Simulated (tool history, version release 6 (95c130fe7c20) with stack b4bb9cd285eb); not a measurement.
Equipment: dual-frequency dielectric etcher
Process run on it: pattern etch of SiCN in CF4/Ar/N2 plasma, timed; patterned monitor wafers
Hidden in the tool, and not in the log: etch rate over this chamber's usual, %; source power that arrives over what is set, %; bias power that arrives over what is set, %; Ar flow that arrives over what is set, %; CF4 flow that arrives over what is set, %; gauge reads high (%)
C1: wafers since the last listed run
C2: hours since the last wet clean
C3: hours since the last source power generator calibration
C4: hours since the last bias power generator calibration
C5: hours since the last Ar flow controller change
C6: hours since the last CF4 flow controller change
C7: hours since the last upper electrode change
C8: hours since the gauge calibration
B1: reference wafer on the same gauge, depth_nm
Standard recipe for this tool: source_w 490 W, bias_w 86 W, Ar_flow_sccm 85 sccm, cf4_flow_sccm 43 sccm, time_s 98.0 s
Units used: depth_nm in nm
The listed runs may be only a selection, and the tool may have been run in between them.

run 1 hour=0.0 | source_w=490 bias_w=86 Ar_flow_sccm=67 cf4_flow_sccm=43 time_s=98.0 | C1=0 C2=444.1 C3=214.8 C4=3958.2 C5=4544.3 C6=513.0 C7=464.2 C8=510.6 | B1=95.5 | depth_nm=99.0
run 2 hour=63.5 | source_w=490 bias_w=86 Ar_flow_sccm=105 cf4_flow_sccm=43 time_s=98.0 | C1=519 C2=507.6 C3=278.3 C4=4021.7 C5=4607.8 C6=576.5 C7=527.7 C8=574.1 | B1=95.6 | depth_nm=90.0
run 3 hour=93.6 | source_w=490 bias_w=86 Ar_flow_sccm=93 cf4_flow_sccm=43 time_s=98.0 | C1=246 C2=537.7 C3=308.4 C4=4051.8 C5=4637.9 C6=606.6 C7=557.8 C8=604.2 | B1=95.7 | depth_nm=91.7
-- hour=154.1 wet clean of the chamber
run 4 hour=202.2 | source_w=570 bias_w=86 Ar_flow_sccm=97 cf4_flow_sccm=43 time_s=98.0 | C1=691 C2=48.1 C3=417.0 C4=4160.4 C5=4746.5 C6=715.2 C7=666.4 C8=712.8 | B1=95.8 | depth_nm=102.6
run 5 hour=230.0 | source_w=490 bias_w=86 Ar_flow_sccm=85 cf4_flow_sccm=43 time_s=98.0 | C1=227 C2=75.9 C3=444.8 C4=4188.2 C5=4774.3 C6=743.0 C7=694.2 C8=740.6 | B1=95.7 | depth_nm=96.6
run 6 hour=255.4 | source_w=490 bias_w=76 Ar_flow_sccm=105 cf4_flow_sccm=37 time_s=72.0 | C1=207 C2=101.3 C3=470.2 C4=4213.6 C5=4799.7 C6=768.4 C7=719.6 C8=766.0 | B1=95.6 | depth_nm=64.5
run 7 hour=285.3 | source_w=370 bias_w=86 Ar_flow_sccm=85 cf4_flow_sccm=38 time_s=122.5 | C1=244 C2=131.2 C3=500.1 C4=4243.5 C5=4829.6 C6=798.3 C7=749.5 C8=795.9 | B1=95.7 | depth_nm=101.5
run 8 hour=320.2 | source_w=490 bias_w=86 Ar_flow_sccm=85 cf4_flow_sccm=43 time_s=98.0 | C1=285 C2=166.1 C3=535.0 C4=4278.4 C5=4864.5 C6=833.2 C7=784.4 C8=830.8 | B1=95.7 | depth_nm=97.5
run 9 hour=374.6 | source_w=570 bias_w=86 Ar_flow_sccm=85 cf4_flow_sccm=33 time_s=98.0 | C1=444 C2=220.5 C3=589.4 C4=4332.8 C5=4918.9 C6=887.6 C7=838.8 C8=885.2 | B1=95.6 | depth_nm=99.7
run 10 hour=414.0 | source_w=420 bias_w=94 Ar_flow_sccm=85 cf4_flow_sccm=43 time_s=98.0 | C1=322 C2=259.9 C3=628.8 C4=4372.2 C5=4958.3 C6=927.0 C7=878.2 C8=924.6 | B1=95.7 | depth_nm=89.5
-- hour=425.4 Ar flow controller replaced
-- hour=450.0 bias power generator calibrated
run 11 hour=532.4 | source_w=420 bias_w=94 Ar_flow_sccm=85 cf4_flow_sccm=43 time_s=98.0 | C1=886 C2=378.3 C3=747.2 C4=82.4 C5=107.0 C6=1045.4 C7=996.6 C8=1043.0 | B1=95.7 | depth_nm=88.4
run 12 hour=587.9 | source_w=490 bias_w=66 Ar_flow_sccm=85 cf4_flow_sccm=49 time_s=98.0 | C1=453 C2=433.8 C3=802.7 C4=137.9 C5=162.5 C6=1100.9 C7=1052.1 C8=1098.5 | B1=95.6 | depth_nm=91.4
run 13 hour=638.6 | source_w=490 bias_w=79 Ar_flow_sccm=85 cf4_flow_sccm=43 time_s=98.0 | C1=414 C2=484.5 C3=853.4 C4=188.6 C5=213.2 C6=1151.6 C7=1102.8 C8=1149.2 | B1=95.7 | depth_nm=92.3
run 14 hour=693.1 | source_w=440 bias_w=86 Ar_flow_sccm=106 cf4_flow_sccm=43 time_s=98.0 | C1=445 C2=539.0 C3=907.9 C4=243.1 C5=267.7 C6=1206.1 C7=1157.3 C8=1203.7 | B1=95.5 | depth_nm=84.9
-- hour=781.0 wet clean of the chamber
run 15 hour=781.5 | source_w=490 bias_w=79 Ar_flow_sccm=85 cf4_flow_sccm=37 time_s=119.0 | C1=526 C2=0.5 C3=996.3 C4=331.5 C5=356.1 C6=1294.5 C7=1245.7 C8=1292.1 | B1=95.7 | depth_nm=113.4
run 16 hour=789.3 | source_w=490 bias_w=86 Ar_flow_sccm=85 cf4_flow_sccm=43 time_s=98.0 | C1=63 C2=8.3 C3=1004.1 C4=339.3 C5=363.9 C6=1302.3 C7=1253.5 C8=1299.9 | B1=95.6 | depth_nm=98.8
run 17 hour=885.0 | source_w=490 bias_w=86 Ar_flow_sccm=65 cf4_flow_sccm=43 time_s=98.0 | C1=782 C2=104.0 C3=1099.8 C4=435.0 C5=459.6 C6=1398.0 C7=1349.2 C8=1395.6 | B1=95.6 | depth_nm=101.5
run 18 hour=938.8 | source_w=490 bias_w=86 Ar_flow_sccm=85 cf4_flow_sccm=35 time_s=106.0 | C1=439 C2=157.8 C3=1153.6 C4=488.8 C5=513.4 C6=1451.8 C7=1403.0 C8=1449.4 | B1=95.8 | depth_nm=101.8
run 19 hour=1004.6 | source_w=490 bias_w=100 Ar_flow_sccm=85 cf4_flow_sccm=52 time_s=98.0 | C1=537 C2=223.6 C3=1219.4 C4=554.6 C5=579.2 C6=1517.6 C7=1468.8 C8=1515.2 | B1=95.8 | depth_nm=101.9
run 20 hour=1033.1 | source_w=490 bias_w=86 Ar_flow_sccm=85 cf4_flow_sccm=43 time_s=98.0 | C1=232 C2=252.1 C3=1247.9 C4=583.1 C5=607.7 C6=1546.1 C7=1497.3 C8=1543.7 | B1=95.8 | depth_nm=96.2
run 21 hour=1097.7 | source_w=570 bias_w=86 Ar_flow_sccm=85 cf4_flow_sccm=43 time_s=98.0 | C1=528 C2=316.7 C3=1312.5 C4=647.7 C5=672.3 C6=1610.7 C7=1561.9 C8=1608.3 | B1=95.7 | depth_nm=102.4
run 22 hour=1139.3 | source_w=490 bias_w=86 Ar_flow_sccm=85 cf4_flow_sccm=35 time_s=77.5 | C1=340 C2=358.3 C3=1354.1 C4=689.3 C5=713.9 C6=1652.3 C7=1603.5 C8=1649.9 | B1=95.7 | depth_nm=73.1

Here are 3 independent what-if runs from the current tool condition. What would each one return?
run A hour=1139.7 | source_w=440 bias_w=86 Ar_flow_sccm=85 cf4_flow_sccm=43 time_s=98.0 | C1=3 C2=358.7 C3=1354.5 C4=689.7 C5=714.3 C6=1652.7 C7=1603.9 C8=1650.3 | B1=? | depth_nm=?
run B hour=1139.7 | source_w=490 bias_w=86 Ar_flow_sccm=85 cf4_flow_sccm=47 time_s=84.0 | C1=3 C2=358.7 C3=1354.5 C4=689.7 C5=714.3 C6=1652.7 C7=1603.9 C8=1650.3 | B1=? | depth_nm=?
run C hour=1139.7 | source_w=490 bias_w=86 Ar_flow_sccm=99 cf4_flow_sccm=46 time_s=77.5 | C1=3 C2=358.7 C3=1354.5 C4=689.7 C5=714.3 C6=1652.7 C7=1603.9 C8=1650.3 | B1=? | depth_nm=?

run=A B1=95.8 depth_nm=89.4
run=B B1=95.8 depth_nm=82.2
run=C B1=95.8 depth_nm=73.6
Without the tool's hidden state the same runs would have given:
run=A depth_nm=91.7
run=B depth_nm=84.3
run=C depth_nm=75.5
